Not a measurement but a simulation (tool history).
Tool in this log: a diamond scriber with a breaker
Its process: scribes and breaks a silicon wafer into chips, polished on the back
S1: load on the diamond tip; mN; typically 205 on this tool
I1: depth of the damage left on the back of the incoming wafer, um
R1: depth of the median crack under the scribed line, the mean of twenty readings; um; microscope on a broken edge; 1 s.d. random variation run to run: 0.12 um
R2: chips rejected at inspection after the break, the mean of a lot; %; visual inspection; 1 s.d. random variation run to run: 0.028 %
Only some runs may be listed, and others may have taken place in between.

run	hour	S1	I1	R1	R2
1	0	189	0.03	12.03	1.4
# hour 99.2: diamond tip replaced by a new one
2	99.7	189	0.02	12.58	0.88
3	158.7	205	0.02	13.4	0.54
4	190.9	205	0.04	13.26	0.5
5	367.4	205	0.05	13.08	0.59
6	432.5	205	0.05	13.01	0.47
7	475.2	245	0.03	15	1.84
8	521.8	245	0.04	14.79	1.82
9	553.9	245	0.03	14.64	1.63
10	584.8	205	0.04	13.07	0.51
11	631	158	0.04	11	3.94
# hour 677.4: load on the tip recalibrated
12	701.2	158	0.03	10.94	4.71
13	752.3	205	0.05	12.68	0.57
14	816.3	205	0.03	12.97	0.54
15	861.5	205	0.02	12.71	0.6
16	926.4	253	0.04	14.55	1.92
17	995.1	253	0.04	14.67	1.72
18	1042.9	239	0.05	14.04	0.88
19	1070.5	205	0.02	12.68	0.78
20	1132.5	205	0.03	12.56	0.81
21	1200.4	238	0.03	13.84	0.75
# hour 1253.7: diamond tip replaced by a new one
22	1261.8	255	0.02	15.45	2.67
23	1326.1	205	0.03	13.07	0.57
24	1384.2	185	0.04	12.43	1.21
25	1430.1	178	0.01	12.13	1.65
26	1497	146	0.02	10.32	6.56
27	1560.9	205	0.02	13.05	0.53
# hour 1570.3: load on the tip recalibrated
28	1614.4	159	0.04	11	4.14
29	1801.6	205	0.02	12.91	0.55
30	1832.8	244	0.03	14.63	1.68
31	1889.1	205	0.04	12.94	0.59
32	1932.9	260	0.03	15.12	2.86
33	1996.6	254	0.04	14.98	1.92
34	2049.2	174	0.05	11.53	2.79

Each row is a separate what-if for the run after 34, all from the same tool condition, not one after another. Results?
A	2049.8	152	0.03	?	?
B	2049.8	164	0.03	?	?
C	2049.8	237	0.03	?	?

run	R1	R2
A	10.5	6.16
B	11.06	3.98
C	14.2	1
Without the tool's hidden state the same runs would have given:
run	R1	R2
A	10.82	4.82
B	11.4	2.93
C	14.64	1.54
